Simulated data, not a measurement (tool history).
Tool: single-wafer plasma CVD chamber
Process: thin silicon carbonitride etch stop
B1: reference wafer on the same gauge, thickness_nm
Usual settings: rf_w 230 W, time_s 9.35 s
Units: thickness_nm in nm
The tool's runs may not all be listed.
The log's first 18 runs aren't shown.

Run 19, hour 887.6: usual settings; B1 4.88. Result: thickness_nm 5.226 nm.
Run 20, hour 949.5: usual settings but rf_w 200 W, time_s 7.61 s; B1 4.882. Result: thickness_nm 4.025 nm.
At hour 989.4: gauge calibrated.
At hour 1007.5: RF generator calibrated.
Run 21, hour 1008: usual settings; B1 4.88. Result: thickness_nm 5.159 nm.
Run 22, hour 1064.9: usual settings but rf_w 185 W; B1 4.879. Result: thickness_nm 4.721 nm.
Run 23, hour 1089.4: usual settings; B1 4.88. Result: thickness_nm 5.149 nm.
At hour 1215.8: showerhead replaced.
Run 24, hour 1269: usual settings but rf_w 270 W, time_s 10.17 s; B1 4.88. Result: thickness_nm 5.947 nm.
Run 25, hour 1314.2: usual settings but rf_w 255 W, time_s 11.03 s; B1 4.878. Result: thickness_nm 6.317 nm.
Run 26, hour 1383.1: usual settings; B1 4.881. Result: thickness_nm 5.139 nm.
Run 27, hour 1429.4: usual settings but time_s 8.5 s; B1 4.883. Result: thickness_nm 4.669 nm.
At hour 1441.7: RF generator calibrated, repeated, since the last time left the tool worse.
Run 28, hour 1487.8: usual settings but rf_w 195 W, time_s 11.04 s; B1 4.881. Result: thickness_nm 5.887 nm.
Run 29, hour 1545.9: usual settings but rf_w 210 W, time_s 7.82 s; B1 4.88. Result: thickness_nm 4.297 nm.
Run 30, hour 1600.1: usual settings but rf_w 270 W, time_s 9.9 s; B1 4.881. Result: thickness_nm 5.995 nm.
Run 31, hour 1625.4: usual settings but rf_w 210 W, time_s 7.81 s; B1 4.881. Result: thickness_nm 4.298 nm.
Run 32, hour 1683.1: usual settings; B1 4.879. Result: thickness_nm 5.33 nm.
Run 33, hour 1726.9: usual settings but rf_w 205 W, time_s 10.03 s; B1 4.881. Result: thickness_nm 5.471 nm.
Run 34, hour 1775.8: usual settings but time_s 10.6 s; B1 4.881. Result: thickness_nm 6.053 nm.

3 ways to go on from here, each from the tool as it stands after run 34. What would each give?
Run A, hour 1776.2: usual settings but rf_w 195 W; B1 ?. Result: thickness_nm ?.
Run B, hour 1776.2: usual settings but rf_w 260 W, time_s 8.69 s; B1 ?. Result: thickness_nm ?.
Run C, hour 1776.2: usual settings but rf_w 200 W, time_s 10.46 s; B1 ?. Result: thickness_nm ?.

run     B1  thickness_nm
  A  4.879         4.986
  B  4.879          5.19
  C  4.879         5.637
Without the tool's hidden state the same runs would have given:
run  thickness_nm
  A         5.002
  B         5.205
  C         5.654
